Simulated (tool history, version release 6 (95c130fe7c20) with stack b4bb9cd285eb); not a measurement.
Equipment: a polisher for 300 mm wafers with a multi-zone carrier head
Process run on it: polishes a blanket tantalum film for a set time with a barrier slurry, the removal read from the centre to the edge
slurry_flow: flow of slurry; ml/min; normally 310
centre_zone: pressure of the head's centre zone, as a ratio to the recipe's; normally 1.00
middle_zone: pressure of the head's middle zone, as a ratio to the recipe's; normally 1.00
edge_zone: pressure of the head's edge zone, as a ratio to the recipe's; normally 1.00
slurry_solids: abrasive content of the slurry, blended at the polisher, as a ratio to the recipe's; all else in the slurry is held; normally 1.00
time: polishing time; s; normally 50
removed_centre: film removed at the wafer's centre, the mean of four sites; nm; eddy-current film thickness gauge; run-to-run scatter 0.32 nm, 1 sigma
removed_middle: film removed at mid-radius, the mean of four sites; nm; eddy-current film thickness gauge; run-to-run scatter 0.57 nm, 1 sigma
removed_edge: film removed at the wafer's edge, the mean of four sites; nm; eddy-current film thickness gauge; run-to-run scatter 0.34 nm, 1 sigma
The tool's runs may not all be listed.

| run | hour | slurry_flow | centre_zone | middle_zone | edge_zone | slurry_solids | time | wafers since the last listed run | wafers polished on this pad | hours since the slurry nozzle was cleaned | hours since the centre zone pressure was calibrated | hours since the edge zone pressure was calibrated | hours since the carrier head's membrane was replaced | incoming thickness of the incoming film, nm | removed_centre | removed_middle | removed_edge |
|---|---|---|---|---|---|---|---|---|---|---|---|---|---|---|---|---|---|
| 1 | 0.0 | 310 | 1.00 | 1.00 | 1.00 | 1.00 | 50 | 0 | 38 | 175.1 | 124.0 | 920.6 | 764.7 | 291.9 | 38.3 | 40.1 | 41.5 |
| 2 | 17.3 | 310 | 1.00 | 1.00 | 1.04 | 1.00 | 50 | 147 | 185 | 192.4 | 141.3 | 937.9 | 782.0 | 286.9 | 37.9 | 39.4 | 41.3 |
| 3 | 33.7 | 310 | 0.93 | 1.00 | 1.00 | 1.00 | 62 | 139 | 324 | 208.8 | 157.7 | 954.3 | 798.4 | 292.9 | 42.4 | 48.3 | 49.6 |
|  | 47.5 | carrier head's membrane replaced by a new one |
| 4 | 64.8 | 310 | 1.00 | 1.03 | 1.00 | 1.00 | 44 | 221 | 546 | 239.9 | 188.8 | 985.4 | 17.3 | 285.5 | 31.9 | 35.2 | 34.2 |
| 5 | 79.0 | 415 | 0.90 | 1.04 | 1.00 | 1.00 | 50 | 120 | 667 | 254.1 | 203.0 | 999.6 | 31.5 | 288.2 | 33.5 | 41.1 | 39.7 |
| 6 | 110.2 | 310 | 1.09 | 1.00 | 1.00 | 1.00 | 50 | 265 | 932 | 285.3 | 234.2 | 1030.8 | 62.7 | 291.6 | 37.8 | 38.3 | 38.8 |
|  | 151.2 | edge zone pressure recalibrated |
| 7 | 174.1 | 310 | 1.00 | 1.00 | 1.00 | 1.00 | 50 | 526 | 1459 | 349.2 | 298.1 | 22.9 | 126.6 | 287.9 | 34.2 | 37.3 | 38.6 |
|  | 186.5 | slurry nozzle cleaned |
| 8 | 198.4 | 310 | 1.00 | 1.00 | 1.03 | 1.00 | 50 | 198 | 1657 | 11.9 | 322.4 | 47.2 | 150.9 | 288.3 | 33.5 | 36.7 | 38.5 |
| 9 | 213.0 | 310 | 1.00 | 1.00 | 1.00 | 0.85 | 50 | 124 | 1781 | 26.5 | 337.0 | 61.8 | 165.5 | 292.9 | 32.1 | 36.1 | 36.3 |
|  | 223.4 | worn pad replaced by a new one |
| 10 | 248.4 | 310 | 1.09 | 1.00 | 1.00 | 1.00 | 50 | 266 | 212 | 61.9 | 372.4 | 97.2 | 200.9 | 287.1 | 38.7 | 39.8 | 40.4 |
| 11 | 274.5 | 310 | 1.04 | 1.06 | 0.96 | 1.20 | 50 | 221 | 434 | 88.0 | 398.5 | 123.3 | 227.0 | 288.7 | 37.8 | 42.0 | 40.6 |
| 12 | 294.8 | 310 | 1.00 | 1.05 | 0.94 | 0.90 | 67 | 172 | 606 | 108.3 | 418.8 | 143.6 | 247.3 | 287.3 | 44.7 | 51.0 | 50.6 |
|  | 300.3 | centre zone pressure recalibrated |
| 13 | 316.9 | 310 | 1.00 | 1.00 | 1.00 | 1.00 | 50 | 170 | 777 | 130.4 | 16.6 | 165.7 | 269.4 | 284.8 | 37.7 | 38.3 | 39.4 |
| 14 | 339.6 | 310 | 1.00 | 0.91 | 1.00 | 1.00 | 67 | 193 | 970 | 153.1 | 39.3 | 188.4 | 292.1 | 292.4 | 48.7 | 47.5 | 51.6 |
| 15 | 373.5 | 310 | 1.00 | 1.00 | 1.00 | 1.00 | 50 | 288 | 1258 | 187.0 | 73.2 | 222.3 | 326.0 | 288.0 | 36.5 | 36.6 | 37.8 |
| 16 | 404.3 | 310 | 1.06 | 1.00 | 1.00 | 1.00 | 35 | 261 | 1520 | 217.8 | 104.0 | 253.1 | 356.8 | 289.4 | 27.1 | 26.2 | 26.6 |
| 17 | 433.0 | 310 | 1.00 | 1.00 | 1.00 | 1.00 | 50 | 244 | 1764 | 246.5 | 132.7 | 281.8 | 385.5 | 288.8 | 35.6 | 38.1 | 38.6 |
|  | 437.6 | worn pad replaced by a new one |
| 18 | 451.0 | 310 | 1.00 | 1.00 | 1.00 | 1.00 | 50 | 119 | 114 | 264.5 | 150.7 | 299.8 | 403.5 | 287.9 | 38.6 | 39.8 | 41.0 |
| 19 | 486.9 | 385 | 1.00 | 1.00 | 1.04 | 0.90 | 50 | 305 | 419 | 300.4 | 186.6 | 335.7 | 439.4 | 286.5 | 36.5 | 39.1 | 40.4 |
| 20 | 518.5 | 310 | 1.00 | 1.00 | 1.00 | 1.00 | 50 | 268 | 688 | 332.0 | 218.2 | 367.3 | 471.0 | 295.1 | 35.7 | 39.3 | 38.9 |
| 21 | 543.0 | 265 | 1.05 | 1.00 | 1.00 | 1.00 | 50 | 208 | 896 | 356.5 | 242.7 | 391.8 | 495.5 | 291.4 | 36.3 | 37.5 | 37.6 |
|  | 563.0 | slurry nozzle cleaned |
| 22 | 602.9 | 340 | 1.07 | 1.00 | 1.00 | 1.00 | 50 | 500 | 1397 | 39.9 | 302.6 | 451.7 | 555.4 | 287.8 | 36.7 | 37.0 | 38.8 |

List, for all runs, the conditions of the tool that the log does not record:
slurry flow missing at the pad, %: 0 on each run
deviation of the edge zone's pressure from its setpoint, %: 0 on each run
H1: removal rate lost through wear of the pad, %
H2: deviation of the centre zone's pressure from its setpoint, %
| run | H1 | H2 |
|---|---|---|
| 1 | 1.15 | -4.22 |
| 2 | 2.84 | -4.69 |
| 3 | 4.13 | -5.13 |
| 4 | 5.91 | -5.97 |
| 5 | 6.52 | -6.35 |
| 6 | 7.5 | -7.19 |
| 7 | 8.6 | -8.91 |
| 8 | 8.82 | -9.57 |
| 9 | 8.93 | -9.96 |
| 10 | 3.08 | -10.9 |
| 11 | 4.92 | -11.6 |
| 12 | 5.97 | -12.2 |
| 13 | 6.84 | -0.962 |
| 14 | 7.5 | -1.57 |
| 15 | 8.18 | -2.49 |
| 16 | 8.59 | -3.32 |
| 17 | 8.84 | -4.09 |
| 18 | 2.07 | -4.57 |
| 19 | 4.85 | -5.54 |
| 20 | 6.42 | -6.39 |
| 21 | 7.25 | -7.05 |
| 22 | 8.44 | -8.67 |
